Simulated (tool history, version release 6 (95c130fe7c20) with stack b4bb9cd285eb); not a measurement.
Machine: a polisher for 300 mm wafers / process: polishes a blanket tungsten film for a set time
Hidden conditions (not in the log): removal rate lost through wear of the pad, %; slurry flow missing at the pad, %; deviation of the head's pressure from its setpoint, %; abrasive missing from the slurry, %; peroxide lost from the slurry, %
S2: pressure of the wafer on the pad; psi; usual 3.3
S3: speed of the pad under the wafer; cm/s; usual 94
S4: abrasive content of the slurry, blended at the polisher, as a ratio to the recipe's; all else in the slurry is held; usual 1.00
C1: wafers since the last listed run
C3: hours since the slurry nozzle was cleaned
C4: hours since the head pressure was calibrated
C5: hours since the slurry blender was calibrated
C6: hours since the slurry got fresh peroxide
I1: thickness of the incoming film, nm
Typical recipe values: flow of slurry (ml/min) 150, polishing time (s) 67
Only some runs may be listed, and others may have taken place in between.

{"run": 1, "day": 0.0, "flow of slurry (ml/min)": 150, "S2": 3.3, "S3": 94, "S4": 1.0, "polishing time (s)": 67, "C1": 0, "wafers polished on this pad": 2985, "C3": 119.4, "C4": 34.8, "C5": 380.3, "C6": 111.1, "I1": 732.6, "film removed (Å)": 2532}
{"day": 0.979, "done": "slurry blender recalibrated"}
{"run": 2, "day": 2.279, "flow of slurry (ml/min)": 150, "S2": 3.3, "S3": 94, "S4": 1.0, "polishing time (s)": 67, "C1": 467, "wafers polished on this pad": 3452, "C3": 174.1, "C4": 89.5, "C5": 31.2, "C6": 165.8, "I1": 741.6, "film removed (Å)": 2496}
{"run": 3, "day": 4.75, "flow of slurry (ml/min)": 150, "S2": 3.3, "S3": 94, "S4": 1.0, "polishing time (s)": 67, "C1": 525, "wafers polished on this pad": 3978, "C3": 233.4, "C4": 148.8, "C5": 90.5, "C6": 225.1, "I1": 744.1, "film removed (Å)": 2553}
{"day": 6.321, "done": "worn pad replaced by a new one"}
{"run": 4, "day": 9.204, "flow of slurry (ml/min)": 150, "S2": 3.3, "S3": 94, "S4": 1.0, "polishing time (s)": 67, "C1": 911, "wafers polished on this pad": 612, "C3": 340.3, "C4": 255.7, "C5": 197.4, "C6": 332.0, "I1": 738.3, "film removed (Å)": 2483}
{"run": 5, "day": 10.8, "flow of slurry (ml/min)": 150, "S2": 3.3, "S3": 94, "S4": 0.9, "polishing time (s)": 67, "C1": 339, "wafers polished on this pad": 952, "C3": 378.6, "C4": 294.0, "C5": 235.7, "C6": 370.3, "I1": 745.5, "film removed (Å)": 2404}
{"day": 11.358, "done": "slurry tank refilled with fresh slurry and peroxide"}
{"run": 6, "day": 14.038, "flow of slurry (ml/min)": 150, "S2": 3.3, "S3": 94, "S4": 0.9, "polishing time (s)": 67, "C1": 679, "wafers polished on this pad": 1632, "C3": 456.3, "C4": 371.7, "C5": 313.4, "C6": 64.3, "I1": 737.9, "film removed (Å)": 2453}
{"run": 7, "day": 17.229, "flow of slurry (ml/min)": 150, "S2": 3.3, "S3": 94, "S4": 0.9, "polishing time (s)": 67, "C1": 678, "wafers polished on this pad": 2310, "C3": 532.9, "C4": 448.3, "C5": 390.0, "C6": 140.9, "I1": 748.9, "film removed (Å)": 2428}
{"run": 8, "day": 20.408, "flow of slurry (ml/min)": 150, "S2": 3.3, "S3": 94, "S4": 0.95, "polishing time (s)": 67, "C1": 676, "wafers polished on this pad": 2987, "C3": 609.2, "C4": 524.6, "C5": 466.3, "C6": 217.2, "I1": 743.5, "film removed (Å)": 2513}
{"day": 21.304, "done": "slurry blender recalibrated"}
{"run": 9, "day": 22.333, "flow of slurry (ml/min)": 150, "S2": 3.3, "S3": 94, "S4": 0.95, "polishing time (s)": 67, "C1": 391, "wafers polished on this pad": 3378, "C3": 655.4, "C4": 570.8, "C5": 24.7, "C6": 263.4, "I1": 727.9, "film removed (Å)": 2477}
{"day": 23.704, "done": "worn pad replaced by a new one"}
{"day": 24.292, "done": "slurry nozzle cleaned"}
{"run": 10, "day": 24.346, "flow of slurry (ml/min)": 150, "S2": 3.3, "S3": 94, "S4": 1.0, "polishing time (s)": 67, "C1": 383, "wafers polished on this pad": 127, "C3": 1.3, "C4": 619.1, "C5": 73.0, "C6": 311.7, "I1": 748.6, "film removed (Å)": 2532}
{"day": 27.058, "done": "slurry tank refilled with fresh slurry and peroxide"}
{"run": 11, "day": 27.988, "flow of slurry (ml/min)": 150, "S2": 3.3, "S3": 94, "S4": 1.0, "polishing time (s)": 67, "C1": 765, "wafers polished on this pad": 893, "C3": 88.7, "C4": 706.5, "C5": 160.4, "C6": 22.3, "I1": 728.1, "film removed (Å)": 2478}
{"run": 12, "day": 31.5, "flow of slurry (ml/min)": 150, "S2": 3.3, "S3": 122, "S4": 1.25, "polishing time (s)": 83, "C1": 747, "wafers polished on this pad": 1640, "C3": 173.0, "C4": 790.8, "C5": 244.7, "C6": 106.6, "I1": 739.6, "film removed (Å)": 4058}
{"run": 13, "day": 33.683, "flow of slurry (ml/min)": 150, "S2": 3.3, "S3": 94, "S4": 1.0, "polishing time (s)": 67, "C1": 464, "wafers polished on this pad": 2104, "C3": 225.4, "C4": 843.2, "C5": 297.1, "C6": 159.0, "I1": 734.6, "film removed (Å)": 2483}
{"run": 14, "day": 35.279, "flow of slurry (ml/min)": 125, "S2": 3.3, "S3": 94, "S4": 0.8, "polishing time (s)": 67, "C1": 339, "wafers polished on this pad": 2444, "C3": 263.7, "C4": 881.5, "C5": 335.4, "C6": 197.3, "I1": 733.1, "film removed (Å)": 2326}
{"day": 38.333, "done": "slurry blender recalibrated"}
{"run": 15, "day": 39.088, "flow of slurry (ml/min)": 165, "S2": 3.8, "S3": 94, "S4": 1.0, "polishing time (s)": 67, "C1": 792, "wafers polished on this pad": 3236, "C3": 355.1, "C4": 972.9, "C5": 18.1, "C6": 288.7, "I1": 727.5, "film removed (Å)": 2732}
{"run": 16, "day": 40.854, "flow of slurry (ml/min)": 150, "S2": 3.3, "S3": 94, "S4": 1.0, "polishing time (s)": 67, "C1": 375, "wafers polished on this pad": 3612, "C3": 397.5, "C4": 1015.3, "C5": 60.5, "C6": 331.1, "I1": 738.4, "film removed (Å)": 2494}
{"day": 42.075, "done": "head pressure recalibrated"}
{"run": 17, "day": 42.392, "flow of slurry (ml/min)": 150, "S2": 4.5, "S3": 94, "S4": 1.0, "polishing time (s)": 74, "C1": 309, "wafers polished on this pad": 3921, "C3": 434.4, "C4": 7.6, "C5": 97.4, "C6": 368.0, "I1": 743.5, "film removed (Å)": 3443}
{"day": 42.808, "done": "worn pad replaced by a new one"}
{"day": 46.112, "done": "slurry tank refilled with fresh slurry and peroxide"}
{"run": 18, "day": 46.171, "flow of slurry (ml/min)": 150, "S2": 3.3, "S3": 126, "S4": 1.0, "polishing time (s)": 79, "C1": 759, "wafers polished on this pad": 706, "C3": 525.1, "C4": 98.3, "C5": 188.1, "C6": 1.4, "I1": 745.3, "film removed (Å)": 3754}
{"run": 19, "day": 47.675, "flow of slurry (ml/min)": 150, "S2": 2.8, "S3": 120, "S4": 1.0, "polishing time (s)": 67, "C1": 319, "wafers polished on this pad": 1026, "C3": 561.2, "C4": 134.4, "C5": 224.2, "C6": 37.5, "I1": 746.1, "film removed (Å)": 2817}
{"day": 49.346, "done": "slurry nozzle cleaned"}
{"run": 20, "day": 50.012, "flow of slurry (ml/min)": 150, "S2": 3.3, "S3": 94, "S4": 0.75, "polishing time (s)": 67, "C1": 488, "wafers polished on this pad": 1514, "C3": 16.0, "C4": 190.5, "C5": 280.3, "C6": 93.6, "I1": 734.2, "film removed (Å)": 2315}
{"run": 21, "day": 52.092, "flow of slurry (ml/min)": 150, "S2": 3.3, "S3": 94, "S4": 1.0, "polishing time (s)": 78, "C1": 442, "wafers polished on this pad": 1956, "C3": 65.9, "C4": 240.4, "C5": 330.2, "C6": 143.5, "I1": 750.2, "film removed (Å)": 2933}
{"run": 22, "day": 54.208, "flow of slurry (ml/min)": 150, "S2": 3.3, "S3": 70, "S4": 0.85, "polishing time (s)": 57, "C1": 450, "wafers polished on this pad": 2406, "C3": 116.7, "C4": 291.2, "C5": 381.0, "C6": 194.3, "I1": 755.6, "film removed (Å)": 1639}
{"run": 23, "day": 57.45, "flow of slurry (ml/min)": 150, "S2": 3.3, "S3": 94, "S4": 1.0, "polishing time (s)": 67, "C1": 689, "wafers polished on this pad": 3096, "C3": 194.5, "C4": 369.0, "C5": 458.8, "C6": 272.1, "I1": 743.9, "film removed (Å)": 2472}
{"day": 58.196, "done": "slurry blender recalibrated"}
{"run": 24, "day": 58.983, "flow of slurry (ml/min)": 150, "S2": 3.3, "S3": 114, "S4": 1.0, "polishing time (s)": 87, "C1": 308, "wafers polished on this pad": 3404, "C3": 231.3, "C4": 405.8, "C5": 18.9, "C6": 308.9, "I1": 735.9, "film removed (Å)": 3780}
{"run": 25, "day": 60.742, "flow of slurry (ml/min)": 110, "S2": 3.3, "S3": 94, "S4": 1.0, "polishing time (s)": 47, "C1": 373, "wafers polished on this pad": 3778, "C3": 273.5, "C4": 448.0, "C5": 61.1, "C6": 351.1, "I1": 730.7, "film removed (Å)": 1652}
{"day": 61.925, "done": "slurry tank refilled with fresh slurry and peroxide"}
{"day": 63.496, "done": "worn pad replaced by a new one"}
{"run": 26, "day": 64.075, "flow of slurry (ml/min)": 150, "S2": 3.3, "S3": 116, "S4": 1.0, "polishing time (s)": 44, "C1": 664, "wafers polished on this pad": 123, "C3": 353.5, "C4": 528.0, "C5": 141.1, "C6": 51.6, "I1": 731.9, "film removed (Å)": 1986}

Hidden state at the last listed run before each entry between runs and at the first one after, where it differs:
After run 1, before run 2: slurry blender recalibrated (day 0.979)
  nothing in the hidden state changes from one run to the other
After run 3, before run 4: worn pad replaced by a new one (day 6.321)
  nothing in the hidden state changes from one run to the other
After run 5, before run 6: slurry tank refilled with fresh slurry and peroxide (day 11.358)
  nothing in the hidden state changes from one run to the other
After run 8, before run 9: slurry blender recalibrated (day 21.304)
  nothing in the hidden state changes from one run to the other
After run 9, before run 10: worn pad replaced by a new one (day 23.704); slurry nozzle cleaned (day 24.292)
  nothing in the hidden state changes from one run to the other
After run 10, before run 11: slurry tank refilled with fresh slurry and peroxide (day 27.058)
  nothing in the hidden state changes from one run to the other
After run 14, before run 15: slurry blender recalibrated (day 38.333)
  nothing in the hidden state changes from one run to the other
After run 16, before run 17: head pressure recalibrated (day 42.075)
  nothing in the hidden state changes from one run to the other
After run 17, before run 18: worn pad replaced by a new one (day 42.808); slurry tank refilled with fresh slurry and peroxide (day 46.112)
  nothing in the hidden state changes from one run to the other
After run 19, before run 20: slurry nozzle cleaned (day 49.346)
  nothing in the hidden state changes from one run to the other
After run 23, before run 24: slurry blender recalibrated (day 58.196)
  nothing in the hidden state changes from one run to the other
After run 25, before run 26: slurry tank refilled with fresh slurry and peroxide (day 61.925); worn pad replaced by a new one (day 63.496)
  nothing in the hidden state changes from one run to the other
